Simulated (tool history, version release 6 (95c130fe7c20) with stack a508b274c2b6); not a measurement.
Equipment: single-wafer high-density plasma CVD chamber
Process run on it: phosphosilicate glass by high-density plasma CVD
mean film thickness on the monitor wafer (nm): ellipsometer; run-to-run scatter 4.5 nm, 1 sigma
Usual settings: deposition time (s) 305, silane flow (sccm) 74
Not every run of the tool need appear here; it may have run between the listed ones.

| run | hour | deposition time (s) | silane flow (sccm) | wafers since the last listed run | hours since the silane flow controller was replaced | hours since the gauge calibration | read-back reference wafer on the same gauge, thickness_nm | mean film thickness on the monitor wafer (nm) |
|---|---|---|---|---|---|---|---|---|
| 1 | 0 | 305 | 74 | 0 | 1472.2 | 152.7 | 1989.732 | 2253.073 |
| 2 | 17.3 | 305 | 74 | 114 | 1489.5 | 170 | 1989.768 | 2257.527 |
| 3 | 30.3 | 305 | 74 | 85 | 1502.5 | 183 | 1988.611 | 2253.783 |
| 4 | 47.8 | 305 | 74 | 115 | 1520 | 200.5 | 1988.829 | 2256.775 |
| 5 | 54.6 | 305 | 74 | 44 | 1526.8 | 207.3 | 1990.914 | 2262.071 |
| 6 | 61.6 | 305 | 74 | 46 | 1533.8 | 214.3 | 1989.905 | 2263.637 |
| 7 | 78.8 | 305 | 74 | 113 | 1551 | 231.5 | 1990.227 | 2261.832 |
| 8 | 89.2 | 305 | 74 | 68 | 1561.4 | 241.9 | 1989.863 | 2259.554 |
| 9 | 99.3 | 305 | 74 | 66 | 1571.5 | 252 | 1989.364 | 2259.778 |
| 10 | 112.8 | 305 | 74 | 89 | 1585 | 265.5 | 1989.499 | 2264.9 |
|  | 119.9 | gauge calibrated |
| 11 | 127.5 | 305 | 74 | 97 | 1599.7 | 7.6 | 1990.743 | 2263.357 |
| 12 | 134.6 | 286 | 74 | 46 | 1606.8 | 14.7 | 1989.322 | 2119.623 |
| 13 | 152.3 | 286 | 74 | 116 | 1624.5 | 32.4 | 1989.217 | 2121.717 |
|  | 171.1 | silane flow controller replaced |
| 14 | 171.6 | 305 | 77 | 74 | 0.5 | 51.7 | 1989.366 | 2278.41 |
| 15 | 177.4 | 305 | 77 | 38 | 6.3 | 57.5 | 1990.129 | 2262.577 |
| 16 | 185.9 | 275 | 74 | 56 | 14.8 | 66 | 1989.743 | 1972.054 |
| 17 | 196.1 | 275 | 74 | 67 | 25 | 76.2 | 1990.179 | 1969.254 |
| 18 | 209.9 | 270 | 68 | 91 | 38.8 | 90 | 1990.001 | 1772.181 |
| 19 | 225.9 | 357 | 63 | 105 | 54.8 | 106 | 1990.401 | 2179.54 |
| 20 | 241.2 | 305 | 74 | 101 | 70.1 | 121.3 | 1990.773 | 2190.406 |
| 21 | 251.5 | 263 | 74 | 68 | 80.4 | 131.6 | 1990.397 | 1887.276 |
| 22 | 262.7 | 284 | 82 | 73 | 91.6 | 142.8 | 1989.806 | 2261.176 |
| 23 | 268.8 | 363 | 74 | 40 | 97.7 | 148.9 | 1988.831 | 2608.328 |
| 24 | 279.6 | 305 | 67 | 71 | 108.5 | 159.7 | 1990.618 | 1982.282 |
| 25 | 287.7 | 325 | 74 | 53 | 116.6 | 167.8 | 1988.376 | 2341.649 |
| 26 | 300.1 | 263 | 83 | 81 | 129 | 180.2 | 1989.122 | 2122.015 |
|  | 341.3 | gauge calibrated |
| 27 | 352.6 | 263 | 81 | 346 | 181.5 | 11.3 | 1989.171 | 2069.971 |
| 28 | 367.6 | 305 | 74 | 99 | 196.5 | 26.3 | 1989.944 | 2192.063 |
| 29 | 383 | 305 | 70 | 101 | 211.9 | 41.7 | 1991.023 | 2081.367 |
| 30 | 391.3 | 305 | 74 | 54 | 220.2 | 50 | 1988.982 | 2194.92 |
| 31 | 408.3 | 246 | 83 | 112 | 237.2 | 67 | 1990.371 | 1984.176 |
| 32 | 415.1 | 305 | 74 | 44 | 244 | 73.8 | 1990.48 | 2184.006 |
| 33 | 428.6 | 283 | 84 | 89 | 257.5 | 87.3 | 1989.796 | 2315.19 |
| 34 | 435.5 | 348 | 79 | 45 | 264.4 | 94.2 | 1990.609 | 2676.377 |
| 35 | 447.4 | 305 | 86 | 78 | 276.3 | 106.1 | 1990.264 | 2548.932 |
| 36 | 467.8 | 305 | 89 | 134 | 296.7 | 126.5 | 1989.789 | 2634.344 |

Hidden state at the last listed run before each entry between runs and at the first one after, where it differs:
After run 10, before run 11: gauge calibrated (hour 119.9)
  delivered silane flow above the setpoint (%): 3.43 -> 3.45
  the result without the hidden state subtracted from the measured one, mean film thickness on the monitor wafer (nm): +75.037 -> +75.562
After run 13, before run 14: silane flow controller replaced (hour 171.1)
  delivered silane flow above the setpoint (%): 3.5 -> -0.0127
  the result without the hidden state subtracted from the measured one, mean film thickness on the monitor wafer (nm): +71.744 -> -0.289
After run 26, before run 27: gauge calibrated (hour 341.3)
  delivered silane flow above the setpoint (%): 0.225 -> 0.323
  the result without the hidden state subtracted from the measured one, mean film thickness on the monitor wafer (nm): +4.774 -> +6.66

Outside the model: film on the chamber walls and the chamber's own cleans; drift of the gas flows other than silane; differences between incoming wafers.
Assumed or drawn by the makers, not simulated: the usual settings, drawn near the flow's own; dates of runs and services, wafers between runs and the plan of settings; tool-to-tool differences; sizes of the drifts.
